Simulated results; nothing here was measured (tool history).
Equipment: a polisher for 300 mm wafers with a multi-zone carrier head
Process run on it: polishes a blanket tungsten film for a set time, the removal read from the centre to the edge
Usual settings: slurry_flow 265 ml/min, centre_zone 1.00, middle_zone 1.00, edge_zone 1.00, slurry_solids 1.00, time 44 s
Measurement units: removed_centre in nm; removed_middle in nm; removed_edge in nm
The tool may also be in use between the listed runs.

run	hour	slurry_flow	centre_zone	middle_zone	edge_zone	slurry_solids	time	incoming thickness of the incoming film, nm	removed_centre	removed_middle	removed_edge
1	0.0	265	1.00	1.00	1.00	1.00	33	775.4	115.0	122.7	122.5
2	98.5	190	0.93	1.07	0.90	1.00	44	785.2	135.6	163.8	154.5
3	163.6	265	0.93	0.91	1.08	1.00	36	778.6	113.2	123.4	143.4
4	217.4	265	1.00	1.00	1.00	1.25	44	772.6	154.1	170.3	169.6
# hour 271.8: worn pad replaced by a new one
5	284.6	265	1.08	1.00	1.06	0.85	44	775.5	148.3	154.5	162.3
# hour 416.4: centre zone pressure recalibrated
6	601.9	355	1.00	1.00	1.06	1.25	39	782.0	150.8	151.5	159.9
# hour 665.4: slurry nozzle cleaned
7	695.8	265	1.11	1.00	1.00	1.00	44	775.0	178.8	164.7	165.3
8	776.4	175	1.00	1.00	1.00	1.25	40	782.2	141.6	152.4	156.1
9	844.4	350	1.08	1.00	1.00	1.00	44	780.2	169.3	166.8	165.0
# hour 874.3: carrier head's membrane replaced by a new one
10	991.9	200	1.00	1.00	1.00	1.00	44	793.3	142.7	156.0	163.4
11	1053.5	265	1.00	1.00	1.12	1.10	44	786.8	148.4	166.0	176.2
# hour 1083.2: worn pad replaced by a new one
# hour 1085.3: edge zone pressure recalibrated
# hour 1120.8: centre zone pressure recalibrated
12	1133.7	265	1.00	1.00	1.00	1.00	44	767.0	156.4	161.3	162.8
13	1223.6	265	1.00	1.00	1.00	1.00	44	769.2	158.7	160.3	165.7
14	1292.1	265	1.00	1.00	0.88	1.00	44	768.2	157.7	159.2	157.1
15	1347.2	265	1.00	1.00	1.00	1.00	44	770.7	156.1	158.3	162.9
# hour 1372.6: slurry nozzle cleaned
16	1448.3	265	1.06	1.00	1.00	1.00	44	774.0	164.8	164.6	166.3
17	1518.5	265	1.00	1.00	1.00	1.00	44	776.9	158.4	161.9	167.7
18	1613.6	310	0.89	1.00	1.00	1.00	36	786.7	113.2	135.2	134.8
19	1877.8	210	1.00	1.00	0.91	1.00	54	778.1	170.1	191.6	186.7
# hour 1882.9: worn pad replaced by a new one
20	1943.0	265	1.00	1.00	1.00	1.00	44	784.9	139.6	159.6	162.0

Predict each of these 5 candidate next runs independently; none follows another, all start after run 20:
A	1943.4	265	1.00	1.00	1.00	1.00	44	774.1	?	?	?
B	1943.4	265	1.00	0.93	1.00	1.20	44	774.1	?	?	?
C	1943.4	205	0.89	1.00	0.97	1.00	44	774.1	?	?	?
D	1943.4	265	0.91	1.08	1.00	1.00	53	774.1	?	?	?
E	1943.4	220	1.00	1.00	1.00	1.00	44	774.1	?	?	?

run	removed_centre	removed_middle	removed_edge
A	138.6	161.1	164.6
B	145.3	161.3	172.7
C	119.8	157.3	159.6
D	151.7	204.2	198.1
E	136.0	158.3	162.5
Take away the tool's hidden state, keep each run's random variation, and the runs would have read:
run	removed_centre	removed_middle	removed_edge
A	162.3	165.5	168.0
B	170.2	165.7	176.3
C	141.3	162.4	163.4
D	177.9	209.8	202.2
E	159.8	163.2	166.3
